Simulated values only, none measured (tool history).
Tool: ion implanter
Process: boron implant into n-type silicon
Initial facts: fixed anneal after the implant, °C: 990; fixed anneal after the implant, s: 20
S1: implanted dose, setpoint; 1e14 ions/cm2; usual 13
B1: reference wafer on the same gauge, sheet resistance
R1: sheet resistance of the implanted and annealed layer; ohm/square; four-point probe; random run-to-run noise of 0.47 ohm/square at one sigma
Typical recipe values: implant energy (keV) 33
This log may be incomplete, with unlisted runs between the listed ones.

run 1 hour=0 | S1=13 implant_energy_(keV)=33 | B1=82.48 | R1=91.3
run 2 hour=99.2 | S1=13 implant_energy_(keV)=33 | B1=82.42 | R1=91.13
run 3 hour=199.7 | S1=13 implant_energy_(keV)=33 | B1=82.47 | R1=90.78
run 4 hour=297.1 | S1=13 implant_energy_(keV)=33 | B1=82.16 | R1=90.34
run 5 hour=349.8 | S1=13 implant_energy_(keV)=33 | B1=82.11 | R1=90.38
run 6 hour=432.9 | S1=14.45 implant_energy_(keV)=33 | B1=82.04 | R1=83.15
run 7 hour=509.5 | S1=13 implant_energy_(keV)=33 | B1=81.85 | R1=90.98
run 8 hour=561.9 | S1=13 implant_energy_(keV)=33 | B1=81.87 | R1=90.06
run 9 hour=646.3 | S1=13 implant_energy_(keV)=33 | B1=81.75 | R1=89.49
run 10 hour=728.3 | S1=14.58 implant_energy_(keV)=33 | B1=81.72 | R1=82.02
run 11 hour=789.4 | S1=14.58 implant_energy_(keV)=33 | B1=81.6 | R1=82.5
run 12 hour=854.7 | S1=13 implant_energy_(keV)=33 | B1=81.62 | R1=89.84
run 13 hour=957.3 | S1=11.33 implant_energy_(keV)=33 | B1=81.35 | R1=99.23
-- hour=1055.6 extraction supply calibrated
run 14 hour=1159.5 | S1=11.33 implant_energy_(keV)=33 | B1=81.03 | R1=98.7
run 15 hour=1198.6 | S1=10.35 implant_energy_(keV)=39 | B1=81.11 | R1=105.99
run 16 hour=1297.4 | S1=10.35 implant_energy_(keV)=39 | B1=80.93 | R1=105.39
run 17 hour=1352 | S1=13 implant_energy_(keV)=37.5 | B1=80.97 | R1=88.44
run 18 hour=1440.9 | S1=15.74 implant_energy_(keV)=33 | B1=80.98 | R1=77.03
run 19 hour=1499.9 | S1=10.99 implant_energy_(keV)=38.5 | B1=80.78 | R1=101.15
run 20 hour=1587 | S1=13 implant_energy_(keV)=33 | B1=80.44 | R1=87.62
-- hour=1857.2 Faraday cup replaced and dose calibrated
run 21 hour=1890.9 | S1=10.99 implant_energy_(keV)=38.5 | B1=80.24 | R1=99.84
run 22 hour=1960.3 | S1=13 implant_energy_(keV)=33 | B1=80.04 | R1=88.97
run 23 hour=2062.2 | S1=11.73 implant_energy_(keV)=33 | B1=79.99 | R1=95.53
run 24 hour=2135.4 | S1=15.9 implant_energy_(keV)=37.5 | B1=80.1 | R1=74.81
-- hour=2189.8 gauge calibrated
run 25 hour=2241.5 | S1=11.6 implant_energy_(keV)=40.5 | B1=84.7 | R1=99.87
run 26 hour=2325.3 | S1=16.78 implant_energy_(keV)=33 | B1=84.92 | R1=77.55
run 27 hour=2396.9 | S1=10.12 implant_energy_(keV)=39 | B1=84.53 | R1=112.49
run 28 hour=2491.8 | S1=10.11 implant_energy_(keV)=25 | B1=84.53 | R1=115.48
run 29 hour=2579.9 | S1=13 implant_energy_(keV)=33 | B1=84.45 | R1=93.4
run 30 hour=2655.5 | S1=11.53 implant_energy_(keV)=37.5 | B1=84.36 | R1=100.07
run 31 hour=2834.8 | S1=13 implant_energy_(keV)=33 | B1=84.16 | R1=91.84
run 32 hour=2876.7 | S1=15.05 implant_energy_(keV)=42.5 | B1=84.02 | R1=80.87
run 33 hour=2960.7 | S1=16.15 implant_energy_(keV)=43 | B1=83.88 | R1=76.97
run 34 hour=2999.3 | S1=16.11 implant_energy_(keV)=28 | B1=84.03 | R1=79.82
run 35 hour=3091.9 | S1=13 implant_energy_(keV)=22.5 | B1=83.84 | R1=95.15
run 36 hour=3133.2 | S1=16.26 implant_energy_(keV)=33 | B1=83.75 | R1=77.37
run 37 hour=3169.2 | S1=13 implant_energy_(keV)=36.5 | B1=83.64 | R1=92.02
run 38 hour=3241.5 | S1=15.99 implant_energy_(keV)=41.5 | B1=83.56 | R1=77.57

3 ways to go on from here, each from the tool as it stands after run 38. What would each give?
run A hour=3241.9 | S1=16.85 implant_energy_(keV)=33 | B1=? | R1=?
run B hour=3241.9 | S1=9.76 implant_energy_(keV)=33 | B1=? | R1=?
run C hour=3241.9 | S1=11.46 implant_energy_(keV)=24.5 | B1=? | R1=?

run=A B1=83.7 R1=76.79
run=B B1=83.7 R1=116.26
run=C B1=83.7 R1=104.51
With no hidden state in the tool, these same runs would have given:
run=A R1=78.82
run=B R1=119.33
run=C R1=107.27
